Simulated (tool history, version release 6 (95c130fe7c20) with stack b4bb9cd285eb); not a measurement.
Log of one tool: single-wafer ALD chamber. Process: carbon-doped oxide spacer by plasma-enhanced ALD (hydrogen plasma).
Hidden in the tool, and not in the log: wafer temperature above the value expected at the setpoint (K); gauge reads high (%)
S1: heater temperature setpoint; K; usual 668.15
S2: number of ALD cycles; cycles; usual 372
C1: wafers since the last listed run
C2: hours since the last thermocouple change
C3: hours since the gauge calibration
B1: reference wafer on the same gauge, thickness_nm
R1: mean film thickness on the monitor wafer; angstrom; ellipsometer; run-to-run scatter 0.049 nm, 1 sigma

run    hour      S1   S2   C1      C2      C3      B1      R1
  1       0  664.15  351    0  1878.3   949.7  23.213  184.43
  2    26.4  664.15  351   25  1904.7   976.1  23.199  184.22
  3    41.5  664.15  351   14  1919.8   991.2  23.204  184.19
  4    84.5  668.15  357   40  1962.8  1034.2  23.199  187.36
  5   109.7  668.15  372   23    1988  1059.4  23.187  195.83
  6   144.1  668.15  372   32  2022.4  1093.8  23.184  194.85
  7   179.5  668.15  372   33  2057.8  1129.2  23.209  195.24
  8   198.5  668.15  372   18  2076.8  1148.2  23.204  194.46
  9   233.7  668.15  372   33    2112  1183.4  23.197  194.72
 10     265  668.15  372   29  2143.3  1214.7  23.213  195.89
 11     287  668.15  372   20  2165.3  1236.7  23.218  195.28
 12     338  668.15  372   48  2216.3  1287.7  23.218  195.38
 13   372.3  668.15  418   32  2250.6    1322  23.212  217.87
 14   403.7  668.15  372   29    2282  1353.4  23.187  194.66
 15   423.2  668.15  372   18  2301.5  1372.9  23.189  194.62
      509.5  -- gauge calibrated
 16   529.1  664.15  330  100  2407.4    19.6  23.214  173.08
 17   609.4  679.15  372   76  2487.7    99.9  23.214  192.65
 18   623.2  679.15  372   13  2501.5   113.7   23.21   192.4
 19   705.9  668.15  372   78  2584.2   196.4  23.221  194.76
 20   726.3  668.15  372   19  2604.6   216.8  23.211  195.45
 21   760.7  668.15  389   32    2639   251.2  23.198  204.37
 22   788.6  668.15  372   26  2666.9   279.1  23.205  195.68
 23   814.7  661.15  314   24    2693   305.2  23.188  165.29
 24   828.1  677.15  372   12  2706.4   318.6  23.188  193.48
      854.4  -- thermocouple changed; heater temperature recalibrated
 25   855.3  668.15  372   18     0.9   345.8  23.199   195.6
 26   888.2  672.15  417   31    33.8   378.7  23.203  218.66
 27   916.5  675.15  324   26    62.1     407   23.18   169.6
 28   946.3  654.15  372   28    91.9   436.8  23.212  195.27
 29   963.7  672.15  444   16   109.3   454.2  23.174  232.96
 30     983  681.15  415   18   128.6   473.5  23.213  213.53
 31    1002  668.15  372   18   147.6   492.5  23.229  195.63
 32  1014.2  668.15  372   11   159.8   504.7  23.199  194.74
 33  1027.1  659.15  338   12   172.7   517.6  23.212  176.89
 34  1048.4  668.15  372   20     194   538.9  23.176  194.99
 35  1078.9  663.15  319   29   224.5   569.4  23.197  167.52
 36  1111.8  682.15  352   31   257.4   602.3  23.197  179.75
 37  1140.3  683.15  317   27   285.9   630.8  23.206  162.33
 38  1172.3  668.15  372   30   317.9   662.8  23.197  195.11
 39  1201.9  658.15  339   28   347.5   692.4  23.195  178.11
 40    1228  680.15  348   24   373.6   718.5  23.181   179.2

For run 41, what comes out?
 41  1246.4  654.15  305  17  392  736.9   ?   ?

{"run 41": {"B1": 23.208, "R1": 158.99}}
Minus the tool's unlogged condition, the same run would have read R1 158.99 angstrom.
